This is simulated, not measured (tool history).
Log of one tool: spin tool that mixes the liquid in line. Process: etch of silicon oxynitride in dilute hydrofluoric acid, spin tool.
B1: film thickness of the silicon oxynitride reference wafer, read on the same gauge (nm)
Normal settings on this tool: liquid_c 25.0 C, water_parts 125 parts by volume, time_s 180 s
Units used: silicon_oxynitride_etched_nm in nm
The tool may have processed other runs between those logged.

run 1 hour=0.0 | liquid_c=25.0 water_parts=125 time_s=180 | B1=109.986 | silicon_oxynitride_etched_nm=2.419
-- hour=83.2 gauge calibrated
run 2 hour=88.1 | liquid_c=25.0 water_parts=160 time_s=180 | B1=109.991 | silicon_oxynitride_etched_nm=1.833
run 3 hour=121.1 | liquid_c=25.0 water_parts=160 time_s=180 | B1=110.014 | silicon_oxynitride_etched_nm=1.808
run 4 hour=153.0 | liquid_c=25.0 water_parts=170 time_s=255 | B1=110.016 | silicon_oxynitride_etched_nm=2.428
run 5 hour=186.3 | liquid_c=25.0 water_parts=155 time_s=180 | B1=109.997 | silicon_oxynitride_etched_nm=1.897
run 6 hour=208.7 | liquid_c=25.0 water_parts=125 time_s=180 | B1=109.977 | silicon_oxynitride_etched_nm=2.492
run 7 hour=243.8 | liquid_c=25.0 water_parts=125 time_s=180 | B1=109.994 | silicon_oxynitride_etched_nm=2.428
run 8 hour=264.6 | liquid_c=25.0 water_parts=140 time_s=180 | B1=109.985 | silicon_oxynitride_etched_nm=2.144
-- hour=293.3 thermometer replaced
run 9 hour=294.2 | liquid_c=25.0 water_parts=125 time_s=180 | B1=110.010 | silicon_oxynitride_etched_nm=2.443
run 10 hour=310.8 | liquid_c=25.0 water_parts=125 time_s=180 | B1=109.997 | silicon_oxynitride_etched_nm=2.450
run 11 hour=327.9 | liquid_c=25.0 water_parts=125 time_s=180 | B1=109.993 | silicon_oxynitride_etched_nm=2.414
run 12 hour=363.9 | liquid_c=25.0 water_parts=125 time_s=180 | B1=109.994 | silicon_oxynitride_etched_nm=2.451
-- hour=381.5 hydrofluoric acid flow meter replaced
run 13 hour=389.9 | liquid_c=25.0 water_parts=125 time_s=180 | B1=109.995 | silicon_oxynitride_etched_nm=2.488
run 14 hour=406.5 | liquid_c=25.0 water_parts=125 time_s=280 | B1=109.982 | silicon_oxynitride_etched_nm=3.823
-- hour=428.8 gauge calibrated
run 15 hour=442.2 | liquid_c=27.0 water_parts=125 time_s=95 | B1=109.981 | silicon_oxynitride_etched_nm=1.378
run 16 hour=462.5 | liquid_c=23.0 water_parts=125 time_s=105 | B1=110.020 | silicon_oxynitride_etched_nm=1.285
run 17 hour=482.5 | liquid_c=25.0 water_parts=125 time_s=180 | B1=110.012 | silicon_oxynitride_etched_nm=2.439
run 18 hour=513.0 | liquid_c=25.0 water_parts=125 time_s=180 | B1=109.995 | silicon_oxynitride_etched_nm=2.468
run 19 hour=527.6 | liquid_c=29.5 water_parts=145 time_s=215 | B1=109.993 | silicon_oxynitride_etched_nm=3.001
run 20 hour=553.0 | liquid_c=29.0 water_parts=95 time_s=115 | B1=109.982 | silicon_oxynitride_etched_nm=2.522
run 21 hour=572.6 | liquid_c=22.0 water_parts=110 time_s=145 | B1=109.959 | silicon_oxynitride_etched_nm=1.915
run 22 hour=586.2 | liquid_c=25.0 water_parts=150 time_s=255 | B1=110.022 | silicon_oxynitride_etched_nm=2.779
run 23 hour=620.9 | liquid_c=25.0 water_parts=110 time_s=80 | B1=110.038 | silicon_oxynitride_etched_nm=1.231
run 24 hour=656.0 | liquid_c=23.5 water_parts=125 time_s=90 | B1=110.006 | silicon_oxynitride_etched_nm=1.128
run 25 hour=673.7 | liquid_c=25.0 water_parts=125 time_s=255 | B1=109.992 | silicon_oxynitride_etched_nm=3.419
run 26 hour=689.0 | liquid_c=27.5 water_parts=180 time_s=255 | B1=110.025 | silicon_oxynitride_etched_nm=2.559

Predict each of these 3 candidate next runs independently; none follows another, all start after run 26:
run A hour=689.5 | liquid_c=25.0 water_parts=125 time_s=180 | B1=? | silicon_oxynitride_etched_nm=?
run B hour=689.5 | liquid_c=23.0 water_parts=125 time_s=265 | B1=? | silicon_oxynitride_etched_nm=?
run C hour=689.5 | liquid_c=21.0 water_parts=125 time_s=180 | B1=? | silicon_oxynitride_etched_nm=?

run=A B1=109.984 silicon_oxynitride_etched_nm=2.418
run=B B1=109.984 silicon_oxynitride_etched_nm=3.244
run=C B1=109.984 silicon_oxynitride_etched_nm=2.004
Without the tool's hidden state the same runs would have given:
run=A silicon_oxynitride_etched_nm=2.418
run=B silicon_oxynitride_etched_nm=3.244
run=C silicon_oxynitride_etched_nm=2.004
